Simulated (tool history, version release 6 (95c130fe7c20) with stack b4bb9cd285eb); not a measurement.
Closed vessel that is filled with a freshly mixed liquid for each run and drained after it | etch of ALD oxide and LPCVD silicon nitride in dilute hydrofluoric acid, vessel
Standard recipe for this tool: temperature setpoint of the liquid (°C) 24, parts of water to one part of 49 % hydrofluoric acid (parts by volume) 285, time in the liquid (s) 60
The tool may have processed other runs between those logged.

run,hour,temperature setpoint of the liquid (°C),parts of water to one part of 49 % hydrofluoric acid (parts by volume),time in the liquid (s),wafers since the last listed run,hours since the thermometer was replaced,hours since the hydrofluoric acid flow meter was replaced,hours since the gauge calibration,"read-back film thickness of the ALD oxide reference wafer, read on the same gauge (nm)",thickness taken off the ALD oxide on a monitor wafer (Å)
1,0,24,175,60,0,1812.5,898.6,2361.1,99.94,121
2,28.5,24,285,45,3317,1841,927.1,2389.6,100,49.4
# hour 58.4: hydrofluoric acid flow meter replaced
3,81,24,285,45,5994,1893.5,22.6,2442.1,99.97,47.4
4,110.2,24,285,45,3398,1922.7,51.8,2471.3,100,47.3
5,160.5,24,165,45,5854,1973,102.1,2521.6,99.97,93.8
6,194.6,27,285,95,3969,2007.1,136.2,2555.7,100.04,111.5
7,240.3,24,285,60,5319,2052.8,181.9,2601.4,100,63.8
8,287.3,22.5,285,30,5470,2099.8,228.9,2648.4,100,30.3
9,330.4,20,375,30,5016,2142.9,272,2691.5,100.03,19.5
# hour 336: gauge calibrated
10,383.7,24,285,85,6203,2196.2,325.3,47.7,99.95,91.1
11,413.3,24,285,75,3445,2225.8,354.9,77.3,99.97,81
12,470.7,24,285,95,6681,2283.2,412.3,134.7,99.98,102.3
# hour 473.9: thermometer replaced
13,541.9,24,400,40,8170,68,483.5,205.9,100,26.5
14,606.8,24,285,85,7554,132.9,548.4,270.8,99.98,88
15,651.7,24,360,85,5226,177.8,593.3,315.7,99.98,65.2
16,692.3,21,245,60,4725,218.4,633.9,356.3,100.01,68.3
17,735.2,24,285,60,4993,261.3,676.8,399.2,99.94,62.6
18,787,28,165,90,6029,313.1,728.6,451,99.97,213.9
19,854.9,24,285,60,7903,381,796.5,518.9,100,63.3
20,905.3,24,285,40,5866,431.4,846.9,569.3,99.97,42.3
21,953.3,24,195,60,5586,479.4,894.9,617.3,100.01,102.5
22,1004.8,24,205,60,5994,530.9,946.4,668.8,100.02,96.8
# hour 1009.7: hydrofluoric acid flow meter replaced
23,1071.6,24,285,35,7658,597.7,61.9,735.6,100.01,35.7
24,1138.7,29,285,30,7810,664.8,129,802.7,99.99,36.8
25,1290.5,24,285,60,17668,816.6,280.8,954.5,99.98,62.3

Hidden state, per run?
gauge reads high (%): 0, the same for each run
H1: liquid hotter than its thermometer reads (K)
H2: hydrofluoric acid flow above the setpoint (%)
run,H1,H2
1,1.17,3.87
2,1.19,3.98
3,1.22,0.179
4,1.24,0.29
5,1.27,0.482
6,1.29,0.612
7,1.32,0.786
8,1.35,0.965
9,1.38,1.13
10,1.41,1.33
11,1.43,1.45
12,1.46,1.66
13,0.0695,1.94
14,0.109,2.18
15,0.137,2.36
16,0.162,2.51
17,0.188,2.67
18,0.22,2.87
19,0.262,3.13
20,0.293,3.32
21,0.322,3.51
22,0.354,3.7
23,0.395,0.399
24,0.436,0.655
25,0.529,1.23
